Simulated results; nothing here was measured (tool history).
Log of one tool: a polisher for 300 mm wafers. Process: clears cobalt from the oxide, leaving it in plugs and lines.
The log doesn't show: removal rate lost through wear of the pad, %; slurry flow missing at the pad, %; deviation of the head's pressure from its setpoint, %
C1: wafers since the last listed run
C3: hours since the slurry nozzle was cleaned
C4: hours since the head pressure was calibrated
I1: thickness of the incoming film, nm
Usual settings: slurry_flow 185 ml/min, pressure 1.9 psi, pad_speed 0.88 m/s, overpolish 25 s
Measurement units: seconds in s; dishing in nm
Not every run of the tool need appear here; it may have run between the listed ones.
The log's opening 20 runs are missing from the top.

{"run": 21, "hour": 1029.8, "slurry_flow": 185, "pressure": 1.9, "pad_speed": 0.88, "overpolish": 19, "C1": 908, "wafers polished on this pad": 3883, "C3": 225.4, "C4": 687.5, "I1": 178, "seconds": 39.8, "dishing": 48.1}
{"run": 22, "hour": 1097.6, "slurry_flow": 185, "pressure": 1.9, "pad_speed": 0.88, "overpolish": 25, "C1": 853, "wafers polished on this pad": 4736, "C3": 293.2, "C4": 755.3, "I1": 181.5, "seconds": 41.8, "dishing": 53.5}
{"run": 23, "hour": 1164.9, "slurry_flow": 245, "pressure": 1.5, "pad_speed": 0.88, "overpolish": 25, "C1": 847, "wafers polished on this pad": 5583, "C3": 360.5, "C4": 822.6, "I1": 177.2, "seconds": 48.8, "dishing": 50}
{"run": 24, "hour": 1217.1, "slurry_flow": 185, "pressure": 1.9, "pad_speed": 0.88, "overpolish": 25, "C1": 657, "wafers polished on this pad": 6240, "C3": 412.7, "C4": 874.8, "I1": 179.5, "seconds": 40.9, "dishing": 53.8}
{"hour": 1241.0, "done": "worn pad replaced by a new one"}
{"run": 25, "hour": 1248.7, "slurry_flow": 185, "pressure": 1.9, "pad_speed": 0.88, "overpolish": 25, "C1": 347, "wafers polished on this pad": 97, "C3": 444.3, "C4": 906.4, "I1": 180.3, "seconds": 41.5, "dishing": 52.7}
{"run": 26, "hour": 1293.2, "slurry_flow": 205, "pressure": 1.5, "pad_speed": 0.96, "overpolish": 29, "C1": 560, "wafers polished on this pad": 657, "C3": 488.8, "C4": 950.9, "I1": 183.1, "seconds": 48.5, "dishing": 53.8}
{"hour": 1380.1, "done": "slurry nozzle cleaned"}
{"hour": 1432.5, "done": "head pressure recalibrated"}
{"run": 27, "hour": 1484.2, "slurry_flow": 140, "pressure": 1.2, "pad_speed": 0.66, "overpolish": 40, "C1": 2366, "wafers polished on this pad": 3023, "C3": 104.1, "C4": 51.7, "I1": 177.3, "seconds": 87.8, "dishing": 47.8}
{"run": 28, "hour": 1518.1, "slurry_flow": 235, "pressure": 1.9, "pad_speed": 1.08, "overpolish": 25, "C1": 426, "wafers polished on this pad": 3450, "C3": 138, "C4": 85.6, "I1": 181.4, "seconds": 32.3, "dishing": 56.7}
{"run": 29, "hour": 1576.8, "slurry_flow": 185, "pressure": 2.3, "pad_speed": 0.88, "overpolish": 25, "C1": 738, "wafers polished on this pad": 4189, "C3": 196.7, "C4": 144.3, "I1": 182.4, "seconds": 33.9, "dishing": 55.2}
{"run": 30, "hour": 1638.2, "slurry_flow": 185, "pressure": 1.9, "pad_speed": 0.88, "overpolish": 25, "C1": 772, "wafers polished on this pad": 4962, "C3": 258.1, "C4": 205.7, "I1": 180.5, "seconds": 39.4, "dishing": 53.2}
{"run": 31, "hour": 1697.5, "slurry_flow": 210, "pressure": 1.9, "pad_speed": 0.7, "overpolish": 10, "C1": 746, "wafers polished on this pad": 5708, "C3": 317.4, "C4": 265, "I1": 180.1, "seconds": 48.4, "dishing": 28.2}
{"run": 32, "hour": 1738.8, "slurry_flow": 185, "pressure": 2.3, "pad_speed": 0.7, "overpolish": 16, "C1": 519, "wafers polished on this pad": 6228, "C3": 358.7, "C4": 306.3, "I1": 181.4, "seconds": 42.5, "dishing": 41}
{"hour": 1767.6, "done": "worn pad replaced by a new one"}
{"run": 33, "hour": 1810.8, "slurry_flow": 185, "pressure": 1.9, "pad_speed": 0.88, "overpolish": 25, "C1": 855, "wafers polished on this pad": 543, "C3": 430.7, "C4": 378.3, "I1": 179.3, "seconds": 43.5, "dishing": 51.3}
{"run": 34, "hour": 1861.3, "slurry_flow": 185, "pressure": 1.3, "pad_speed": 0.88, "overpolish": 32, "C1": 635, "wafers polished on this pad": 1178, "C3": 481.2, "C4": 428.8, "I1": 176.5, "seconds": 58.8, "dishing": 51.7}
{"hour": 1899.6, "done": "slurry nozzle cleaned"}
{"run": 35, "hour": 1930.8, "slurry_flow": 125, "pressure": 1.9, "pad_speed": 0.88, "overpolish": 25, "C1": 862, "wafers polished on this pad": 2041, "C3": 31.2, "C4": 498.3, "I1": 179.1, "seconds": 41.7, "dishing": 53.8}

3 options for the next run, each taken on its own from the tool as it stands now. Forecast them:
{"run": "A", "hour": 1931.2, "slurry_flow": 185, "pressure": 1.9, "pad_speed": 0.88, "overpolish": 25, "C1": 5, "wafers polished on this pad": 2046, "C3": 31.6, "C4": 498.7, "I1": 179.3, "seconds": "?", "dishing": "?"}
{"run": "B", "hour": 1931.2, "slurry_flow": 135, "pressure": 2.4, "pad_speed": 0.88, "overpolish": 13, "C1": 5, "wafers polished on this pad": 2046, "C3": 31.6, "C4": 498.7, "I1": 179.3, "seconds": "?", "dishing": "?"}
{"run": "C", "hour": 1931.2, "slurry_flow": 185, "pressure": 1.9, "pad_speed": 0.88, "overpolish": 33, "C1": 5, "wafers polished on this pad": 2046, "C3": 31.6, "C4": 498.7, "I1": 179.3, "seconds": "?", "dishing": "?"}

run=A seconds=38.3 dishing=53.6
run=B seconds=32.2 dishing=43
run=C seconds=38.3 dishing=58.1
Had the tool no hidden state, the same runs would have come out as:
run=A seconds=38.2 dishing=53.6
run=B seconds=32.1 dishing=43.1
run=C seconds=38.2 dishing=58.2
